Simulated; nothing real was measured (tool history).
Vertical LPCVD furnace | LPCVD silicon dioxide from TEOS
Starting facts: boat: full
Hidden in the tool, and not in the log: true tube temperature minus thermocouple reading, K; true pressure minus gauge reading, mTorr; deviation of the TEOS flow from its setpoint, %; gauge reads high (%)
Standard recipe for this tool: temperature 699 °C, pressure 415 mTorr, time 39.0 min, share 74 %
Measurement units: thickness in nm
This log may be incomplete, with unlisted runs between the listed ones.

run	hour	temperature	pressure	time	share	wafers since the last listed run	hours since the last temperature calibration	hours since the pressure gauge was zeroed	hours since the TEOS flow controller was replaced	hours since the gauge calibration	read-back reference wafer on the same gauge, thickness	thickness
1	0.0	699	415	39.0	74	0	3709.9	1867.9	4510.7	227.8	371.87	395.07
2	38.0	699	415	39.0	74	721	3747.9	1905.9	4548.7	265.8	372.09	393.77
3	46.8	699	415	39.0	74	167	3756.7	1914.7	4557.5	274.6	372.05	394.77
4	56.3	699	415	39.0	74	180	3766.2	1924.2	4567.0	284.1	372.16	395.68
5	62.5	699	415	39.0	74	117	3772.4	1930.4	4573.2	290.3	371.98	396.61
6	72.5	699	415	39.0	74	189	3782.4	1940.4	4583.2	300.3	371.84	395.41
7	85.8	699	415	39.0	74	252	3795.7	1953.7	4596.5	313.6	372.06	394.18
8	94.3	699	415	39.0	74	161	3804.2	1962.2	4605.0	322.1	371.78	394.64
9	112.2	699	415	39.0	74	339	3822.1	1980.1	4622.9	340.0	372.08	396.13
10	123.2	699	415	39.0	74	208	3833.1	1991.1	4633.9	351.0	372.01	396.51
# hour 125.3: gauge calibrated
# hour 152.5: TEOS flow controller replaced
11	153.0	699	415	39.0	74	110	3862.9	2020.9	0.5	27.7	371.98	395.57
12	156.8	699	415	39.0	74	72	3866.7	2024.7	4.3	31.5	372.02	396.06
13	178.9	699	415	39.0	74	419	3888.8	2046.8	26.4	53.6	371.96	396.41
14	196.2	699	330	39.0	74	328	3906.1	2064.1	43.7	70.9	371.96	353.39
15	211.8	699	415	39.0	74	296	3921.7	2079.7	59.3	86.5	371.84	397.95
# hour 241.0: pressure gauge zeroed
16	241.5	694	415	39.0	74	108	3951.4	0.5	89.0	116.2	372.02	353.86
17	245.3	699	415	54.0	65	72	3955.2	4.3	92.8	120.0	372.00	517.33
18	249.0	693	350	39.0	74	55	3958.9	8.0	96.5	123.7	372.00	318.40
# hour 272.2: thermocouples replaced and temperature profile calibrated
19	272.7	699	415	39.0	74	8	0.5	31.7	120.2	147.4	371.87	370.53
20	276.5	699	490	39.0	74	72	4.3	35.5	124.0	151.2	372.05	402.52
21	280.3	699	415	39.0	74	72	8.1	39.3	127.8	155.0	371.99	369.47
22	284.1	689	495	32.0	64	72	11.9	43.1	131.6	158.8	371.85	243.04
23	296.6	699	415	39.0	62	237	24.4	55.6	144.1	171.3	372.09	337.00
24	305.7	695	415	31.5	82	172	33.5	64.7	153.2	180.4	371.96	285.74
25	317.1	706	465	39.0	74	216	44.9	76.1	164.6	191.8	372.00	459.85
26	326.8	699	415	39.0	74	184	54.6	85.8	174.3	201.5	372.19	369.94
27	335.8	694	480	39.0	74	170	63.6	94.8	183.3	210.5	372.00	353.72
28	347.0	694	480	39.0	74	212	74.8	106.0	194.5	221.7	371.88	353.33
29	356.2	693	445	50.5	74	174	84.0	115.2	203.7	230.9	371.99	429.41
30	367.2	699	415	26.5	74	208	95.0	126.2	214.7	241.9	372.07	250.89

What would each run have given without the hidden state, its run-to-run variation left as it was?
run	thickness
1	369.41
2	367.69
3	368.52
4	369.24
5	370.03
6	368.77
7	367.46
8	367.77
9	368.92
10	369.12
11	367.84
12	368.25
13	368.27
14	328.10
15	369.26
16	327.72
17	479.44
18	294.75
19	370.34
20	402.32
21	369.28
22	242.91
23	336.82
24	285.59
25	459.61
26	369.74
27	353.53
28	353.14
29	429.17
30	250.75
